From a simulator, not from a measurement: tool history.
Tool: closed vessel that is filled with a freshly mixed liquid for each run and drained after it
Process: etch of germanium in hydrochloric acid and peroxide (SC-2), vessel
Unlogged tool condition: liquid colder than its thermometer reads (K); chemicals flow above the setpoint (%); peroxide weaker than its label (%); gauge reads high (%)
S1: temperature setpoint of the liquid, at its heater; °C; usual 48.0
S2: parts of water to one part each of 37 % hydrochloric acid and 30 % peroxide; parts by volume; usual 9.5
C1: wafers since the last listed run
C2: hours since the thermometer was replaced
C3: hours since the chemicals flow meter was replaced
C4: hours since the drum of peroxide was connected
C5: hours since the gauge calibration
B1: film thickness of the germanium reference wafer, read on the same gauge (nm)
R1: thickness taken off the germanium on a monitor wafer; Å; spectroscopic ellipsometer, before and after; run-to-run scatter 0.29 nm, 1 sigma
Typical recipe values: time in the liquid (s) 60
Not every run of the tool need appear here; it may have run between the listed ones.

{"run": 1, "hour": 0.0, "S1": 48.0, "S2": 9.5, "time in the liquid (s)": 60, "C1": 0, "C2": 2877.4, "C3": 547.3, "C4": 1048.6, "C5": 298.5, "B1": 29.98, "R1": 909.5}
{"run": 2, "hour": 25.9, "S1": 55.0, "S2": 9.5, "time in the liquid (s)": 60, "C1": 2975, "C2": 2903.3, "C3": 573.2, "C4": 1074.5, "C5": 324.4, "B1": 29.98, "R1": 1145.2}
{"hour": 74.5, "done": "gauge calibrated"}
{"run": 3, "hour": 102.8, "S1": 55.0, "S2": 9.5, "time in the liquid (s)": 60, "C1": 8834, "C2": 2980.2, "C3": 650.1, "C4": 1151.4, "C5": 28.3, "B1": 30.02, "R1": 1133.3}
{"run": 4, "hour": 115.7, "S1": 55.0, "S2": 9.5, "time in the liquid (s)": 60, "C1": 1482, "C2": 2993.1, "C3": 663.0, "C4": 1164.3, "C5": 41.2, "B1": 30.01, "R1": 1140.5}
{"run": 5, "hour": 167.2, "S1": 48.0, "S2": 9.5, "time in the liquid (s)": 60, "C1": 5916, "C2": 3044.6, "C3": 714.5, "C4": 1215.8, "C5": 92.7, "B1": 30.0, "R1": 907.9}
{"hour": 168.8, "done": "thermometer replaced"}
{"run": 6, "hour": 199.9, "S1": 48.0, "S2": 9.5, "time in the liquid (s)": 60, "C1": 3641, "C2": 31.1, "C3": 747.2, "C4": 1248.5, "C5": 125.4, "B1": 30.02, "R1": 992.6}
{"run": 7, "hour": 229.2, "S1": 45.5, "S2": 9.5, "time in the liquid (s)": 60, "C1": 3366, "C2": 60.4, "C3": 776.5, "C4": 1277.8, "C5": 154.7, "B1": 30.0, "R1": 911.5}
{"run": 8, "hour": 244.6, "S1": 48.0, "S2": 9.5, "time in the liquid (s)": 85, "C1": 1769, "C2": 75.8, "C3": 791.9, "C4": 1293.2, "C5": 170.1, "B1": 30.04, "R1": 1406.8}
{"run": 9, "hour": 274.3, "S1": 52.5, "S2": 7.0, "time in the liquid (s)": 90, "C1": 3412, "C2": 105.5, "C3": 821.6, "C4": 1322.9, "C5": 199.8, "B1": 29.96, "R1": 1740.1}
{"hour": 291.3, "done": "new drum of peroxide connected"}
{"run": 10, "hour": 339.0, "S1": 53.0, "S2": 7.5, "time in the liquid (s)": 60, "C1": 7318, "C2": 170.2, "C3": 886.3, "C4": 47.7, "C5": 264.5, "B1": 30.05, "R1": 1182.7}
{"run": 11, "hour": 355.2, "S1": 55.0, "S2": 6.0, "time in the liquid (s)": 70, "C1": 1861, "C2": 186.4, "C3": 902.5, "C4": 63.9, "C5": 280.7, "B1": 29.98, "R1": 1481.6}
{"hour": 374.9, "done": "gauge calibrated"}
{"hour": 378.1, "done": "chemicals flow meter replaced"}
{"run": 12, "hour": 438.7, "S1": 48.0, "S2": 14.0, "time in the liquid (s)": 40, "C1": 9478, "C2": 269.9, "C3": 60.6, "C4": 147.4, "C5": 63.8, "B1": 29.98, "R1": 627.5}
{"run": 13, "hour": 459.2, "S1": 48.0, "S2": 9.5, "time in the liquid (s)": 60, "C1": 2355, "C2": 290.4, "C3": 81.1, "C4": 167.9, "C5": 84.3, "B1": 29.98, "R1": 986.2}
{"run": 14, "hour": 493.6, "S1": 52.5, "S2": 6.5, "time in the liquid (s)": 60, "C1": 3952, "C2": 324.8, "C3": 115.5, "C4": 202.3, "C5": 118.7, "B1": 30.0, "R1": 1166.9}

What if the next run were any one of these 3? Each begins from the tool's condition after run 14:
{"run": "A", "hour": 494.3, "S1": 55.5, "S2": 9.5, "time in the liquid (s)": 60, "C1": 80, "C2": 325.5, "C3": 116.2, "C4": 203.0, "C5": 119.4, "B1": "?", "R1": "?"}
{"run": "B", "hour": 494.3, "S1": 53.0, "S2": 7.0, "time in the liquid (s)": 40, "C1": 80, "C2": 325.5, "C3": 116.2, "C4": 203.0, "C5": 119.4, "B1": "?", "R1": "?"}
{"run": "C", "hour": 494.3, "S1": 52.0, "S2": 11.5, "time in the liquid (s)": 50, "C1": 80, "C2": 325.5, "C3": 116.2, "C4": 203.0, "C5": 119.4, "B1": "?", "R1": "?"}

run=A B1=29.99 R1=1247.8
run=B B1=29.99 R1=787.8
run=C B1=29.99 R1=915.4
Take away the tool's hidden state, keep each run's random variation, and the runs would have read:
run=A R1=1270.4
run=B R1=802.5
run=C R1=932.2
